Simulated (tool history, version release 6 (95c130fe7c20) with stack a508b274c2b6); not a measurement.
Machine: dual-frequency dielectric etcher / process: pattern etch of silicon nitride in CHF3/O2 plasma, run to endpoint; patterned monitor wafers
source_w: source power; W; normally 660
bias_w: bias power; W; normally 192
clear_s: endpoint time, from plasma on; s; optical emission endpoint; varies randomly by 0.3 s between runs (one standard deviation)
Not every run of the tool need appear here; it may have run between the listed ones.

run   hour  source_w  bias_w  wafers since the last listed run  hours since the last wet clean  hours since the last source power generator calibration  hours since the last bias power generator calibration  hours since the last upper electrode change  incoming incoming film thickness, nm  clear_s
  1      0       660     171                                 0                             177                                                   2427.9                                                 2631.8                                       2744.3                                    83     59.3
  2    7.3       660     192                                64                           184.3                                                   2435.2                                                 2639.1                                       2751.6                                  82.5     56.7
  3     22       660     192                               130                             199                                                   2449.9                                                 2653.8                                       2766.3                                  82.3       57
  4     30       660     192                                71                             207                                                   2457.9                                                 2661.8                                       2774.3                                  83.1     57.1
  5   37.6       660     192                                67                           214.6                                                   2465.5                                                 2669.4                                       2781.9                                  81.9     56.7
  6   44.1       660     170                                57                           221.1                                                     2472                                                 2675.9                                       2788.4                                  82.4       59
  7   56.8       660     170                               112                           233.8                                                   2484.7                                                 2688.6                                       2801.1                                  83.4     59.6
  8   74.5       660     170                               157                           251.5                                                   2502.4                                                 2706.3                                       2818.8                                  83.4     59.6
  9   90.5       660     192                               142                           267.5                                                   2518.4                                                 2722.3                                       2834.8                                  82.9     57.5
 10  141.6       660     192                               454                           318.6                                                   2569.5                                                 2773.4                                       2885.9                                  83.6     58.4
 11  150.6       660     192                                80                           327.6                                                   2578.5                                                 2782.4                                       2894.9                                  83.1     58.1
 12  157.9       660     192                                64                           334.9                                                   2585.8                                                 2789.7                                       2902.2                                  82.6     57.3
 13    165       660     192                                63                             342                                                   2592.9                                                 2796.8                                       2909.3                                  82.7     57.8
     203.5  -- wet clean of the chamber
 14    204       660     192                               133                             0.5                                                   2631.9                                                 2835.8                                       2948.3                                  82.7     56.3
 15  204.4       550     192                                 3                             0.9                                                   2632.3                                                 2836.2                                       2948.7                                  82.3     59.2
 16  204.7       610     145                                 2                             1.2                                                   2632.6                                                 2836.5                                         2949                                  82.3     61.6
 17  207.3       810     163                                23                             3.8                                                   2635.2                                                 2839.1                                       2951.6                                  81.1     53.1
     218.5  -- source power generator calibrated
 18    219       660     165                                68                            15.5                                                      0.5                                                 2850.8                                       2963.3                                  82.2     58.1
 19  232.5       740     192                               120                              29                                                       14                                                 2864.3                                       2976.8                                  82.9     54.2
 20  239.4       790     168                                61                            35.9                                                     20.9                                                 2871.2                                       2983.7                                  82.8     54.8
 21  255.2       800     229                               140                            51.7                                                     36.7                                                   2887                                       2999.5                                  82.8       50
 22  269.2       610     235                               124                            65.7                                                     50.7                                                   2901                                       3013.5                                  82.7     54.2
     309.7  -- upper electrode replaced
 23  310.2       660     192                               151                           106.7                                                     91.7                                                   2942                                          0.5                                  83.4     56.9
     315.8  -- bias power generator calibrated
 24  324.3       700     207                                89                           120.8                                                    105.8                                                    8.5                                         14.6                                  82.7     53.9
 25  372.1       660     192                               425                           168.6                                                    153.6                                                   56.3                                         62.4                                  83.4     57.6
 26  378.9       760     235                                60                           175.4                                                    160.4                                                   63.1                                         69.2                                    83     51.1
 27  394.9       510     212                               142                           191.4                                                    176.4                                                   79.1                                         85.2                                  82.8     60.3
 28  410.7       700     228                               140                           207.2                                                    192.2                                                   94.9                                          101                                  82.9     52.8

Branching from run 28: 4 alternative next runs. What would each branch give?
  A  411.1       590     192                                 3                           207.6                                                    192.6                                                   95.3                                        101.4                                  83.4        ?
  B  411.1       770     215                                 3                           207.6                                                    192.6                                                   95.3                                        101.4                                  83.4        ?
  C  411.1       540     160                                 3                           207.6                                                    192.6                                                   95.3                                        101.4                                  83.4        ?
  D  411.1       620     155                                 3                           207.6                                                    192.6                                                   95.3                                        101.4                                  83.4        ?

run  clear_s
  A     59.3
  B     52.4
  C       64
  D     61.5
What these runs would have given with no unlogged condition in the tool:
run  clear_s
  A     58.7
  B     51.9
  C     63.3
  D     60.8

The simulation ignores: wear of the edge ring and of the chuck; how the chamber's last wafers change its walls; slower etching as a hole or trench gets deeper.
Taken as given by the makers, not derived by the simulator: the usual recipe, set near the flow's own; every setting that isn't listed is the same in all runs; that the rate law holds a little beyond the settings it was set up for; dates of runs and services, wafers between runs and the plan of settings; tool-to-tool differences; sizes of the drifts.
